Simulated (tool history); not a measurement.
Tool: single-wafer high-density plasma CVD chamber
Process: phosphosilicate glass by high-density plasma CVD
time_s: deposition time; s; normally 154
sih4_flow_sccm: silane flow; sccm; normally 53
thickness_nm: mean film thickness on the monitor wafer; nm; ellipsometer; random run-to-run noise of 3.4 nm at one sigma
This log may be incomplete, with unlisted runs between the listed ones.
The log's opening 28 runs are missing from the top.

run	hour	time_s	sih4_flow_sccm	wafers since the last listed run	hours since the silane flow controller was replaced	hours since the gauge calibration	read-back reference wafer on the same gauge, thickness_nm	thickness_nm
29	812.1	154	45	321	426.1	475.2	711.528	650.258
30	836.4	154	53	239	450.4	499.5	711.908	757.688
31	853.3	133	47	166	467.3	516.4	711.857	587.711
32	877.5	125	62	238	491.5	540.6	712.414	711.057
33	894.6	167	44	168	508.6	557.7	712.304	687.461
34	913.0	154	43	181	527.0	576.1	711.459	627.560
35	942.9	179	53	295	556.9	606.0	713.041	879.257
36	962.3	142	43	191	576.3	625.4	712.679	573.187
37	1005.7	177	56	428	619.7	668.8	711.644	918.021
38	1037.4	154	56	312	651.4	700.5	711.576	791.304
39	1053.5	125	50	158	667.5	716.6	711.216	576.700
40	1073.2	136	53	194	687.2	736.3	712.147	665.895
41	1122.8	154	48	489	736.8	785.9	712.434	685.856
42	1151.7	178	59	285	765.7	814.8	710.903	971.930
43	1169.1	163	53	171	783.1	832.2	711.872	801.268
44	1183.6	154	53	143	797.6	846.7	712.314	752.240
45	1206.7	184	43	227	820.7	869.8	712.472	739.293

Forecast each of these 5 alternatives for the next run:
A	1207.1	167	53	3	821.1	870.2	?	?
B	1207.1	154	62	3	821.1	870.2	?	?
C	1207.1	126	61	3	821.1	870.2	?	?
D	1207.1	178	53	3	821.1	870.2	?	?
E	1207.1	129	58	3	821.1	870.2	?	?

run	read-back reference wafer on the same gauge, thickness_nm	thickness_nm
A	711.481	814.410
B	711.481	870.066
C	711.481	701.049
D	711.481	868.054
E	711.481	684.499
What these runs would have given with no unlogged condition in the tool:
run	thickness_nm
A	833.146
B	890.083
C	717.177
D	888.024
E	700.246
